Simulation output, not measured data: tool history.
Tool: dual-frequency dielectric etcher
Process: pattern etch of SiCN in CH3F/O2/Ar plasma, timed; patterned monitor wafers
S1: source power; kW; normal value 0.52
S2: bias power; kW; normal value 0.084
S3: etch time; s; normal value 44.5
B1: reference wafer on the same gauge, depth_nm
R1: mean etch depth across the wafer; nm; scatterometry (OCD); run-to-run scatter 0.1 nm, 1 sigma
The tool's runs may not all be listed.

| run | hour | S1 | S2 | S3 | B1 | R1 |
|---|---|---|---|---|---|---|
| 1 | 0 | 0.52 | 0.084 | 44.5 | 21.82 | 17.4 |
| 2 | 60.6 | 0.52 | 0.084 | 44.5 | 21.8 | 17.44 |
| 3 | 115.7 | 0.52 | 0.084 | 44.5 | 21.81 | 18.22 |
| 4 | 218.9 | 0.52 | 0.084 | 44.5 | 21.82 | 18.05 |
| 5 | 290.4 | 0.52 | 0.084 | 44.5 | 21.8 | 17.98 |
| 6 | 331.9 | 0.52 | 0.084 | 44.5 | 21.81 | 17.95 |
| 7 | 430.7 | 0.52 | 0.084 | 44.5 | 21.79 | 17.76 |
| 8 | 473.2 | 0.52 | 0.084 | 44.5 | 21.81 | 17.69 |
| 9 | 775.3 | 0.52 | 0.084 | 44.5 | 21.79 | 17.74 |
| 10 | 834.2 | 0.52 | 0.084 | 44.5 | 21.79 | 17.66 |
| 11 | 895 | 0.52 | 0.075 | 41 | 21.84 | 15.7 |
| 12 | 1012.4 | 0.52 | 0.084 | 44.5 | 21.8 | 17.57 |
| 13 | 1075 | 0.65 | 0.084 | 51.5 | 21.8 | 22.23 |
| 14 | 1119 | 0.52 | 0.093 | 44.5 | 21.78 | 19.01 |
| 15 | 1181.2 | 0.52 | 0.076 | 44.5 | 21.77 | 17.54 |
| 16 | 1276.2 | 0.41 | 0.095 | 50.5 | 21.8 | 18.95 |
| 17 | 1339.8 | 0.52 | 0.084 | 44.5 | 21.79 | 17.99 |
| 18 | 1376.2 | 0.52 | 0.084 | 44.5 | 21.8 | 17.79 |
| 19 | 1451 | 0.61 | 0.097 | 44.5 | 21.83 | 19.82 |
| 20 | 1526.1 | 0.63 | 0.075 | 55.5 | 21.8 | 23.19 |
| 21 | 1590.3 | 0.47 | 0.067 | 56 | 21.8 | 19.62 |
| 22 | 1677.8 | 0.64 | 0.094 | 41 | 21.77 | 19.22 |

Missing from the log above: 8 entries noted between runs. For each, name the pair of listed runs it sits between and say how the tool's hidden condition differs from the listed run just before to the listed run just after:
Runs 2 to 3: wet clean of the chamber (hour 96)
  etch rate over this chamber's usual, %: -5.06 -> -0.342
  difference, measured minus the result without the unlogged condition, R1: -0.93 -> -0.06 nm
Runs 8 to 9: wet clean of the chamber (hour 592.5); source power generator calibrated (hour 685.6); gauge calibrated (hour 764.7)
  etch rate over this chamber's usual, %: -3.96 -> -2.31
  difference, measured minus the result without the unlogged condition, R1: -0.73 -> -0.42 nm
Runs 13 to 14: wet clean of the chamber (hour 1118.5)
  etch rate over this chamber's usual, %: -5.34 -> 0.0469
  difference, measured minus the result without the unlogged condition, R1: -1.26 -> +0.01 nm
Runs 14 to 15: upper electrode replaced (hour 1175.5)
  etch rate over this chamber's usual, %: 0.0469 -> -0.583
  difference, measured minus the result without the unlogged condition, R1: +0.01 -> -0.1 nm
Runs 16 to 17: bias power generator calibrated (hour 1337.1)
  etch rate over this chamber's usual, %: -1.55 -> -2.19
  difference, measured minus the result without the unlogged condition, R1: -0.3 -> -0.41 nm
Runs 21 to 22: wet clean of the chamber (hour 1675.8)
  etch rate over this chamber's usual, %: -4.73 -> -0.345
  difference, measured minus the result without the unlogged condition, R1: -0.97 -> -0.06 nm
